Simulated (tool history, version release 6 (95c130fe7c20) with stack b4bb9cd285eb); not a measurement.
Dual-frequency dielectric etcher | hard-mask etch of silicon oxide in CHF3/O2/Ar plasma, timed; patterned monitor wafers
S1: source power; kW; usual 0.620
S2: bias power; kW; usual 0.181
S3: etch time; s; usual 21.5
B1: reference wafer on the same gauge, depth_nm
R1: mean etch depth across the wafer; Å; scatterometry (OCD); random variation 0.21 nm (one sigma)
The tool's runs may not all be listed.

run	hour	S1	S2	S3	B1	R1
1	0.0	0.740	0.169	21.5	37.54	510.7
# hour 64.6: wet clean of the chamber
2	65.1	0.620	0.181	21.5	37.54	460.1
3	93.0	0.620	0.181	21.5	37.56	462.2
4	162.6	0.620	0.181	21.5	37.64	463.3
5	231.0	0.620	0.181	21.5	37.62	464.6
6	293.7	0.620	0.198	21.5	37.62	480.3
7	343.2	0.620	0.181	21.5	37.60	468.7
8	387.9	0.620	0.181	21.5	37.59	469.7
9	456.5	0.620	0.181	21.5	37.57	472.7
10	507.0	0.620	0.181	21.5	37.66	478.1
# hour 534.9: wet clean of the chamber
11	557.9	0.620	0.181	21.5	37.62	425.0
12	594.2	0.620	0.181	21.5	37.61	423.9
13	631.9	0.620	0.181	21.5	37.57	426.2
14	668.7	0.620	0.181	21.5	37.60	430.0
15	709.1	0.620	0.214	20.0	37.63	423.6
# hour 768.1: wet clean of the chamber, repeated, since the last time left the tool worse
# hour 819.8: upper electrode replaced
16	857.8	0.620	0.181	21.5	37.62	459.7
17	884.4	0.620	0.181	21.5	37.62	462.0
# hour 910.3: gauge calibrated
18	977.6	0.620	0.198	21.5	37.64	474.0
19	1013.9	0.740	0.216	15.5	37.57	386.6
20	1061.3	0.480	0.181	18.0	37.60	341.4
# hour 1082.0: source power generator calibrated
# hour 1083.8: bias power generator calibrated
21	1092.8	0.620	0.181	17.5	37.60	380.0
22	1132.5	0.500	0.137	24.0	37.59	436.3
23	1177.2	0.710	0.212	17.0	37.65	420.3
24	1221.2	0.710	0.153	23.5	37.63	530.7
# hour 1285.3: wet clean of the chamber
25	1285.8	0.620	0.155	16.0	37.58	329.8
26	1333.0	0.710	0.212	17.0	37.67	409.6
27	1360.0	0.620	0.181	21.5	37.55	463.3
28	1422.9	0.680	0.144	15.5	37.65	329.0

Forecast run 29:
29	1486.5	0.620	0.181	21.5	?	?

{"run 29": {"B1": 37.59, "R1": 462.5}}
Without the tool's hidden state the same run would have given R1 453.1 Å.
